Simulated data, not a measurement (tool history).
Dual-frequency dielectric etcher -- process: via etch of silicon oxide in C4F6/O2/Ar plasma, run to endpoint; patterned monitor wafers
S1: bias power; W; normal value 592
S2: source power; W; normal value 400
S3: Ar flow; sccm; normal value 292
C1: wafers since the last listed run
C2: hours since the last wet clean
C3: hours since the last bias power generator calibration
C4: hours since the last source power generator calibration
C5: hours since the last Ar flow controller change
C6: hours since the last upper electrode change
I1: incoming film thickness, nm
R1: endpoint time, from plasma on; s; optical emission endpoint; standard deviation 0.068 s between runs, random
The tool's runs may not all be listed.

run 1 hour=0.0 | S1=512 S2=400 S3=292 | C1=0 C2=543.1 C3=1958.5 C4=1677.5 C5=4605.6 C6=3551.6 | I1=104.6 | R1=25.0
run 2 hour=15.6 | S1=592 S2=400 S3=292 | C1=349 C2=558.7 C3=1974.1 C4=1693.1 C5=4621.2 C6=3567.2 | I1=105.9 | R1=24.1
run 3 hour=29.6 | S1=592 S2=400 S3=292 | C1=313 C2=572.7 C3=1988.1 C4=1707.1 C5=4635.2 C6=3581.2 | I1=105.6 | R1=24.1
-- hour=58.5 upper electrode replaced
run 4 hour=59.0 | S1=592 S2=400 S3=292 | C1=121 C2=602.1 C3=2017.5 C4=1736.5 C5=4664.6 C6=0.5 | I1=105.4 | R1=24.1
run 5 hour=59.3 | S1=531 S2=400 S3=292 | C1=6 C2=602.4 C3=2017.8 C4=1736.8 C5=4664.9 C6=0.8 | I1=105.8 | R1=25.1
run 6 hour=65.4 | S1=531 S2=400 S3=292 | C1=136 C2=608.5 C3=2023.9 C4=1742.9 C5=4671.0 C6=6.9 | I1=106.3 | R1=25.2
run 7 hour=72.9 | S1=531 S2=400 S3=292 | C1=168 C2=616.0 C3=2031.4 C4=1750.4 C5=4678.5 C6=14.4 | I1=106.1 | R1=25.1
-- hour=82.0 Ar flow controller replaced
run 8 hour=83.8 | S1=592 S2=440 S3=267 | C1=109 C2=626.9 C3=2042.3 C4=1761.3 C5=1.8 C6=25.3 | I1=107.3 | R1=23.1
-- hour=95.7 bias power generator calibrated
-- hour=108.3 source power generator calibrated
-- hour=116.2 wet clean of the chamber
run 9 hour=116.7 | S1=592 S2=460 S3=264 | C1=380 C2=0.5 C3=21.0 C4=8.4 C5=34.7 C6=58.2 | I1=105.4 | R1=21.0
run 10 hour=117.0 | S1=592 S2=370 S3=348 | C1=6 C2=0.8 C3=21.3 C4=8.7 C5=35.0 C6=58.5 | I1=105.7 | R1=24.4
run 11 hour=121.0 | S1=592 S2=400 S3=292 | C1=89 C2=4.8 C3=25.3 C4=12.7 C5=39.0 C6=62.5 | I1=106.3 | R1=23.0
run 12 hour=134.3 | S1=476 S2=470 S3=222 | C1=298 C2=18.1 C3=38.6 C4=26.0 C5=52.3 C6=75.8 | I1=106.0 | R1=22.2
run 13 hour=145.5 | S1=521 S2=450 S3=326 | C1=251 C2=29.3 C3=49.8 C4=37.2 C5=63.5 C6=87.0 | I1=104.2 | R1=22.8
run 14 hour=156.9 | S1=592 S2=400 S3=292 | C1=255 C2=40.7 C3=61.2 C4=48.6 C5=74.9 C6=98.4 | I1=105.9 | R1=23.0
run 15 hour=171.1 | S1=592 S2=450 S3=292 | C1=318 C2=54.9 C3=75.4 C4=62.8 C5=89.1 C6=112.6 | I1=105.4 | R1=21.6

Entry by entry between the runs, the difference in hidden state between the last listed run before and the first listed run after:
Runs 3 to 4: upper electrode replaced (hour 58.5)
  etch rate over this chamber's usual, %: -5.32 -> -5.58
  difference, measured minus the result without the unlogged condition, R1: +1.3 -> +1.4 s
Runs 7 to 8: Ar flow controller replaced (hour 82.0)
  etch rate over this chamber's usual, %: -5.71 -> -5.8
  difference, measured minus the result without the unlogged condition, R1: +1.4 -> +1.3 s
Runs 8 to 9: bias power generator calibrated (hour 95.7); source power generator calibrated (hour 108.3); wet clean of the chamber (hour 116.2)
  etch rate over this chamber's usual, %: -5.8 -> -0.629
  difference, measured minus the result without the unlogged condition, R1: +1.3 -> +0.1 s

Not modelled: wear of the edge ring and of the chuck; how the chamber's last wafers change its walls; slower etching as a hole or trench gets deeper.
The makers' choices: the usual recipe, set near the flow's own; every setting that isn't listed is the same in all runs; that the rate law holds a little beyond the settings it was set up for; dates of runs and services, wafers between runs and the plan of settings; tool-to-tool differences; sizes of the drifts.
